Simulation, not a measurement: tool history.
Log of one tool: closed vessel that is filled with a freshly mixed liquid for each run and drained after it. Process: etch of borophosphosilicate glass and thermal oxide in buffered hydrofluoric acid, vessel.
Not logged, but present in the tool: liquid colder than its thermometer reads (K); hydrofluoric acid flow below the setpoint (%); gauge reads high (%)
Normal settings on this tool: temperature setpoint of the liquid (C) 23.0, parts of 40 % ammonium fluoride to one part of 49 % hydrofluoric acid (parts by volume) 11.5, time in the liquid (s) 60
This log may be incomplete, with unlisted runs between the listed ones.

run     day  temperature setpoint of the liquid (C)  parts of 40 % ammonium fluoride to one part of 49 % hydrofluoric acid (parts by volume)  time in the liquid (s)  wafers since the last listed run  hours since the thermometer was replaced  hours since the hydrofluoric acid flow meter was replaced  hours since the gauge calibration  read-back film thickness of the borophosphosilicate glass reference wafer, read on the same gauge (nm)  read-back film thickness of the thermal oxide reference wafer, read on the same gauge (nm)  thickness taken off the borophosphosilicate glass on a monitor wafer (angstrom)  thickness taken off the thermal oxide on a monitor wafer (angstrom)
  1   0.000                                    23.0                                                                                     11.5                      60                                 0                                    1444.9                                                      804.9                             2337.3                                                                                                   80.05                                                                                       79.99                                                                           1414.4                                                                485.6
  2   1.762                                    21.0                                                                                     11.5                      60                              4006                                    1487.2                                                      847.2                             2379.6                                                                                                   80.01                                                                                       79.97                                                                           1269.0                                                                433.4
  3   5.304                                    20.0                                                                                     11.5                      60                              8050                                    1572.2                                                      932.2                             2464.6                                                                                                   80.06                                                                                       80.01                                                                           1186.5                                                                407.8
  4   9.112                                    23.0                                                                                     11.5                      60                              8656                                    1663.6                                                     1023.6                             2556.0                                                                                                   80.00                                                                                       80.01                                                                           1400.3                                                                484.0
  5  12.296                                    23.0                                                                                     11.5                      60                              7235                                    1740.0                                                     1100.0                             2632.4                                                                                                   79.96                                                                                       80.00                                                                           1400.3                                                                479.9
  6  15.954                                    23.0                                                                                     11.5                      60                              8315                                    1827.8                                                     1187.8                             2720.2                                                                                                   80.01                                                                                       79.98                                                                           1382.8                                                                479.5
  7  18.362                                    23.0                                                                                     11.5                      60                              5474                                    1885.6                                                     1245.6                             2778.0                                                                                                   80.01                                                                                       80.06                                                                           1386.0                                                                479.7
  8  22.842                                    24.5                                                                                     16.0                      75                             10181                                    1993.1                                                     1353.1                             2885.5                                                                                                   80.00                                                                                       79.98                                                                           1383.5                                                                464.7
     24.521  -- hydrofluoric acid flow meter replaced
  9  25.462                                    19.0                                                                                     13.0                      30                              5862                                    2056.0                                                       22.6                             2948.4                                                                                                   79.98                                                                                       80.02                                                                            496.1                                                                168.3
 10  28.662                                    25.0                                                                                      9.5                      80                              7273                                    2132.8                                                       99.4                             3025.2                                                                                                   80.01                                                                                       79.98                                                                           2456.8                                                                833.5
 11  32.588                                    18.0                                                                                     13.5                      40                              8921                                    2227.0                                                      193.6                             3119.4                                                                                                   79.97                                                                                       80.00                                                                            601.4                                                                202.0
     33.954  -- gauge calibrated
 12  36.488                                    23.0                                                                                     11.5                      60                              8864                                    2320.6                                                      287.2                               60.8                                                                                                   79.95                                                                                       80.01                                                                           1381.5                                                                466.7
 13  40.429                                    23.0                                                                                     13.5                      30                              8959                                    2415.2                                                      381.8                              155.4                                                                                                   79.98                                                                                       79.99                                                                            595.3                                                                198.6
     48.442  -- thermometer replaced
 14  53.479                                    24.5                                                                                     13.5                      70                             29568                                     120.9                                                      695.0                              468.6                                                                                                   79.98                                                                                       79.99                                                                           1597.9                                                                544.1
 15  57.062                                    28.0                                                                                     15.0                      45                              8145                                     206.9                                                      781.0                              554.6                                                                                                   80.00                                                                                       79.97                                                                           1094.4                                                                380.2
 16  58.771                                    23.0                                                                                     14.5                      75                              3883                                     247.9                                                      822.0                              595.6                                                                                                   79.98                                                                                       80.00                                                                           1460.4                                                                498.3
 17  62.967                                    27.5                                                                                     15.0                      60                              9537                                     348.6                                                      922.7                              696.3                                                                                                   80.00                                                                                       79.98                                                                           1437.0                                                                491.0
 18  65.021                                    25.0                                                                                      8.0                      95                              4669                                     397.9                                                      972.0                              745.6                                                                                                   80.02                                                                                       79.98                                                                           3589.9                                                               1226.4
 19  69.400                                    23.0                                                                                     11.5                      60                              9954                                     503.0                                                     1077.1                              850.7                                                                                                   80.00                                                                                       80.03                                                                           1434.9                                                                497.4
     72.708  -- hydrofluoric acid flow meter replaced
 20  73.258                                    19.5                                                                                      7.0                      60                              8675                                     595.6                                                       13.2                              943.3                                                                                                   79.98                                                                                       80.03                                                                           1950.9                                                                655.0
 21  76.729                                    25.0                                                                                     15.0                      60                              7889                                     678.9                                                       96.5                             1026.6                                                                                                   80.00                                                                                       79.98                                                                           1235.4                                                                426.5
 22  80.908                                    28.0                                                                                     11.5                      60                              9499                                     779.2                                                      196.8                             1126.9                                                                                                   79.98                                                                                       79.98                                                                           1899.4                                                                645.2

Forecast run 23:
 23  83.075                                    18.0                                                                                     11.5                      60                              4924                                     831.2                                                      248.8                             1178.9                                                                                                       ?                                                                                           ?                                                                                ?                                                                    ?

{"run 23": {"read-back film thickness of the borophosphosilicate glass reference wafer, read on the same gauge (nm)": 80.02, "read-back film thickness of the thermal oxide reference wafer, read on the same gauge (nm)": 80.0, "thickness taken off the borophosphosilicate glass on a monitor wafer (angstrom)": 1107.3, "thickness taken off the thermal oxide on a monitor wafer (angstrom)": 370.9}}
If the tool had no hidden condition, the same run with the same run-to-run variation would have returned thickness taken off the borophosphosilicate glass on a monitor wafer (angstrom) 1155.6, thickness taken off the thermal oxide on a monitor wafer (angstrom) 387.3.

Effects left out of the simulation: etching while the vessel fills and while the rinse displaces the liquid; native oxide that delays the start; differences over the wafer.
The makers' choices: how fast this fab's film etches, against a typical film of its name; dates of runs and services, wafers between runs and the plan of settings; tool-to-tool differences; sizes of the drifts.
